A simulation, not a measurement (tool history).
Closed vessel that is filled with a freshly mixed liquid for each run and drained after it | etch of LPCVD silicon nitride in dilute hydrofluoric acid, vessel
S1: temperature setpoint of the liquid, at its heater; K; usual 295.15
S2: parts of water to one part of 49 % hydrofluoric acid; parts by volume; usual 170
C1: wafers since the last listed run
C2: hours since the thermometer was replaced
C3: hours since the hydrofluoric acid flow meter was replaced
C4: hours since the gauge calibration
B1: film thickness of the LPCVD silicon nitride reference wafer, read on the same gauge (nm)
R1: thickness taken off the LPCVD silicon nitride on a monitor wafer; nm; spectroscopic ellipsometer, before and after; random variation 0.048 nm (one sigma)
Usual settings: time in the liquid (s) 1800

{"run": 1, "day": 0.0, "S1": 297.15, "S2": 170, "time in the liquid (s)": 1800, "C1": 0, "C2": 63.3, "C3": 325, "C4": 170.8, "B1": 59.997, "R1": 6.229}
{"run": 2, "day": 1.371, "S1": 297.15, "S2": 170, "time in the liquid (s)": 1800, "C1": 1652, "C2": 96.2, "C3": 357.9, "C4": 203.7, "B1": 59.996, "R1": 6.18}
{"run": 3, "day": 2.583, "S1": 297.15, "S2": 170, "time in the liquid (s)": 1800, "C1": 1461, "C2": 125.3, "C3": 387, "C4": 232.8, "B1": 60.006, "R1": 6.141}
{"run": 4, "day": 4.025, "S1": 295.15, "S2": 210, "time in the liquid (s)": 1800, "C1": 1738, "C2": 159.9, "C3": 421.6, "C4": 267.4, "B1": 59.996, "R1": 4.455}
{"run": 5, "day": 5.462, "S1": 295.15, "S2": 210, "time in the liquid (s)": 1800, "C1": 1733, "C2": 194.4, "C3": 456.1, "C4": 301.9, "B1": 60, "R1": 4.402}
{"run": 6, "day": 6.912, "S1": 295.15, "S2": 210, "time in the liquid (s)": 1800, "C1": 1748, "C2": 229.2, "C3": 490.9, "C4": 336.7, "B1": 60.012, "R1": 4.35}
{"run": 7, "day": 7.5, "S1": 295.15, "S2": 170, "time in the liquid (s)": 1800, "C1": 708, "C2": 243.3, "C3": 505, "C4": 350.8, "B1": 60.023, "R1": 5.439}
{"run": 8, "day": 8.312, "S1": 295.15, "S2": 170, "time in the liquid (s)": 1800, "C1": 979, "C2": 262.8, "C3": 524.5, "C4": 370.3, "B1": 59.976, "R1": 5.354}
{"run": 9, "day": 9.471, "S1": 295.15, "S2": 170, "time in the liquid (s)": 1800, "C1": 1396, "C2": 290.6, "C3": 552.3, "C4": 398.1, "B1": 60.024, "R1": 5.304}
{"run": 10, "day": 10.9, "S1": 295.15, "S2": 170, "time in the liquid (s)": 1800, "C1": 1723, "C2": 324.9, "C3": 586.6, "C4": 432.4, "B1": 60.021, "R1": 5.353}
{"run": 11, "day": 11.517, "S1": 295.15, "S2": 170, "time in the liquid (s)": 1800, "C1": 743, "C2": 339.7, "C3": 601.4, "C4": 447.2, "B1": 59.969, "R1": 5.361}
{"run": 12, "day": 12.7, "S1": 295.15, "S2": 170, "time in the liquid (s)": 1800, "C1": 1426, "C2": 368.1, "C3": 629.8, "C4": 475.6, "B1": 60.006, "R1": 5.269}
{"day": 12.754, "done": "gauge calibrated"}
{"run": 13, "day": 13.588, "S1": 295.15, "S2": 170, "time in the liquid (s)": 1800, "C1": 1069, "C2": 389.4, "C3": 651.1, "C4": 20, "B1": 59.995, "R1": 5.276}
{"run": 14, "day": 14.679, "S1": 295.15, "S2": 170, "time in the liquid (s)": 1800, "C1": 1316, "C2": 415.6, "C3": 677.3, "C4": 46.2, "B1": 59.996, "R1": 5.325}
{"run": 15, "day": 15.379, "S1": 295.15, "S2": 170, "time in the liquid (s)": 1800, "C1": 843, "C2": 432.4, "C3": 694.1, "C4": 63, "B1": 59.984, "R1": 5.393}
{"run": 16, "day": 15.988, "S1": 297.65, "S2": 90, "time in the liquid (s)": 1365, "C1": 733, "C2": 447, "C3": 708.7, "C4": 77.6, "B1": 60.013, "R1": 8.731}
{"day": 16.083, "done": "thermometer replaced"}
{"run": 17, "day": 16.546, "S1": 299.65, "S2": 210, "time in the liquid (s)": 1430, "C1": 622, "C2": 11.1, "C3": 722.1, "C4": 91, "B1": 60.015, "R1": 4.717}
{"run": 18, "day": 17.383, "S1": 295.15, "S2": 210, "time in the liquid (s)": 1800, "C1": 1009, "C2": 31.2, "C3": 742.2, "C4": 111.1, "B1": 59.995, "R1": 4.486}
{"run": 19, "day": 18.75, "S1": 290.65, "S2": 115, "time in the liquid (s)": 1800, "C1": 1647, "C2": 64, "C3": 775, "C4": 143.9, "B1": 59.999, "R1": 6.061}
{"run": 20, "day": 19.383, "S1": 295.15, "S2": 170, "time in the liquid (s)": 1800, "C1": 763, "C2": 79.2, "C3": 790.2, "C4": 159.1, "B1": 59.986, "R1": 5.549}
{"run": 21, "day": 20.367, "S1": 295.15, "S2": 170, "time in the liquid (s)": 1420, "C1": 1185, "C2": 102.8, "C3": 813.8, "C4": 182.7, "B1": 60.006, "R1": 4.362}
{"day": 20.742, "done": "hydrofluoric acid flow meter replaced"}
{"run": 22, "day": 21.504, "S1": 297.65, "S2": 170, "time in the liquid (s)": 2285, "C1": 1321, "C2": 130.1, "C3": 18.3, "C4": 210, "B1": 60.006, "R1": 8.225}
{"run": 23, "day": 22.988, "S1": 293.65, "S2": 170, "time in the liquid (s)": 1800, "C1": 1788, "C2": 165.7, "C3": 53.9, "C4": 245.6, "B1": 60.02, "R1": 5.003}
{"run": 24, "day": 23.575, "S1": 295.15, "S2": 170, "time in the liquid (s)": 1800, "C1": 708, "C2": 179.8, "C3": 68, "C4": 259.7, "B1": 60.007, "R1": 5.321}
{"run": 25, "day": 24.992, "S1": 296.65, "S2": 195, "time in the liquid (s)": 800, "C1": 1707, "C2": 213.8, "C3": 102, "C4": 293.7, "B1": 60.014, "R1": 2.317}
{"run": 26, "day": 27.017, "S1": 295.15, "S2": 170, "time in the liquid (s)": 1800, "C1": 2441, "C2": 262.4, "C3": 150.6, "C4": 342.3, "B1": 59.988, "R1": 5.34}
{"run": 27, "day": 28.196, "S1": 295.15, "S2": 140, "time in the liquid (s)": 855, "C1": 1421, "C2": 290.7, "C3": 178.9, "C4": 370.6, "B1": 59.986, "R1": 3.066}
{"run": 28, "day": 28.867, "S1": 298.65, "S2": 195, "time in the liquid (s)": 1400, "C1": 808, "C2": 306.8, "C3": 195, "C4": 386.7, "B1": 59.989, "R1": 4.612}
{"run": 29, "day": 29.817, "S1": 296.65, "S2": 130, "time in the liquid (s)": 2670, "C1": 1145, "C2": 329.6, "C3": 217.8, "C4": 409.5, "B1": 60, "R1": 11.442}

3 ways to go on from here, each from the tool as it stands after run 29. What would each give?
{"run": "A", "day": 29.867, "S1": 295.15, "S2": 170, "time in the liquid (s)": 2225, "C1": 60, "C2": 330.8, "C3": 219, "C4": 410.7, "B1": "?", "R1": "?"}
{"run": "B", "day": 29.867, "S1": 293.15, "S2": 170, "time in the liquid (s)": 1800, "C1": 60, "C2": 330.8, "C3": 219, "C4": 410.7, "B1": "?", "R1": "?"}
{"run": "C", "day": 29.867, "S1": 293.15, "S2": 255, "time in the liquid (s)": 2365, "C1": 60, "C2": 330.8, "C3": 219, "C4": 410.7, "B1": "?", "R1": "?"}

run=A B1=60.01 R1=6.71
run=B B1=60.01 R1=4.757
run=C B1=60.01 R1=4.22
Without the tool's hidden state the same runs would have given:
run=A R1=6.96
run=B R1=4.937
run=C R1=4.376

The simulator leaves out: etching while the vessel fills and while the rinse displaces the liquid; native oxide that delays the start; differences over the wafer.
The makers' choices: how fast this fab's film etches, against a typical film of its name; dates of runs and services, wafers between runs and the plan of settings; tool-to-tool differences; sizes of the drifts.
